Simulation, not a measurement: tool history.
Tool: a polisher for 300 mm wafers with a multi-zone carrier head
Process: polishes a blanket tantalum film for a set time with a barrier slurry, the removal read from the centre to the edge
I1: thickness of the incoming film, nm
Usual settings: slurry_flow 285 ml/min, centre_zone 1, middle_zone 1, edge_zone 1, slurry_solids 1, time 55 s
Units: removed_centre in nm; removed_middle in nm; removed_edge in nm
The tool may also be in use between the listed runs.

Run 1, hour 0: usual settings but slurry_flow 360 ml/min, middle_zone 1.09; I1 389. Result: removed_centre 56.2 nm, removed_middle 54.2 nm, removed_edge 52.9 nm.
At hour 63.9: worn pad replaced by a new one.
Run 2, hour 66.8: usual settings but time 41 s; I1 392.6. Result: removed_centre 40.1 nm, removed_middle 35.7 nm, removed_edge 38.6 nm.
At hour 75.8: slurry nozzle cleaned.
Run 3, hour 98.3: usual settings but slurry_flow 255 ml/min, middle_zone 1.09, slurry_solids 0.75, time 68 s; I1 391.3. Result: removed_centre 65.5 nm, removed_middle 64.6 nm, removed_edge 61.6 nm.
At hour 144.1: centre zone pressure recalibrated.
Run 4, hour 152.5: usual settings; I1 394.1. Result: removed_centre 52.5 nm, removed_middle 51.9 nm, removed_edge 54.2 nm.
Run 5, hour 193.4: usual settings but slurry_flow 185 ml/min, edge_zone 0.93, time 72 s; I1 395.2. Result: removed_centre 65.2 nm, removed_middle 65.3 nm, removed_edge 66.1 nm.
Run 6, hour 243.6: usual settings but slurry_flow 220 ml/min; I1 387.4. Result: removed_centre 51.3 nm, removed_middle 51.7 nm, removed_edge 52.7 nm.
Run 7, hour 278: usual settings but centre_zone 1.06, time 44 s; I1 393.5. Result: removed_centre 45.1 nm, removed_middle 40.2 nm, removed_edge 43.2 nm.
At hour 306: carrier head's membrane replaced by a new one.
At hour 335.3: edge zone pressure recalibrated.
Run 8, hour 343.3: usual settings; I1 391.1. Result: removed_centre 54.1 nm, removed_middle 51.2 nm, removed_edge 53.8 nm.
Run 9, hour 406.1: usual settings but centre_zone 1.08, middle_zone 0.92, slurry_solids 1.25; I1 386.2. Result: removed_centre 61.1 nm, removed_middle 49.7 nm, removed_edge 56.2 nm.
Run 10, hour 464.1: usual settings but slurry_flow 210 ml/min, middle_zone 1.08; I1 387.6. Result: removed_centre 51.6 nm, removed_middle 52.6 nm, removed_edge 51.9 nm.
At hour 468.6: worn pad replaced by a new one.
Run 11, hour 500.1: usual settings but slurry_solids 1.25; I1 393.2. Result: removed_centre 56.3 nm, removed_middle 52.3 nm, removed_edge 55.5 nm.
Run 12, hour 569.1: usual settings but centre_zone 1.04, edge_zone 1.07, slurry_solids 1.1, time 64 s; I1 386.7. Result: removed_centre 66.3 nm, removed_middle 59.2 nm, removed_edge 65.1 nm.
Run 13, hour 597.1: usual settings but slurry_solids 1.2, time 50 s; I1 387.2. Result: removed_centre 51 nm, removed_middle 47.5 nm, removed_edge 50.4 nm.
Run 14, hour 664.3: usual settings but centre_zone 0.97, time 37 s; I1 388. Result: removed_centre 34.6 nm, removed_middle 32.8 nm, removed_edge 35.4 nm.
Run 15, hour 726.8: usual settings; I1 394.8. Result: removed_centre 54.4 nm, removed_middle 49.6 nm, removed_edge 51.6 nm.
At hour 760.8: slurry nozzle cleaned.
Run 16, hour 792.7: usual settings; I1 393.7. Result: removed_centre 56.3 nm, removed_middle 52 nm, removed_edge 54.1 nm.
Run 17, hour 835.4: usual settings but time 65 s; I1 384. Result: removed_centre 67.5 nm, removed_middle 61.4 nm, removed_edge 63.4 nm.

Forecast run 18:
Run 18, hour 876.1: usual settings but centre_zone 1.09, middle_zone 0.92; I1 387.5. Result: removed_centre ?, removed_middle ?, removed_edge ?.

removed_centre: 62.7 nm
removed_middle: 47.3 nm
removed_edge: 54.1 nm
Without the tool's hidden state the same run would have given removed_centre 58.2 nm, removed_middle 47.8 nm, removed_edge 54.5 nm.

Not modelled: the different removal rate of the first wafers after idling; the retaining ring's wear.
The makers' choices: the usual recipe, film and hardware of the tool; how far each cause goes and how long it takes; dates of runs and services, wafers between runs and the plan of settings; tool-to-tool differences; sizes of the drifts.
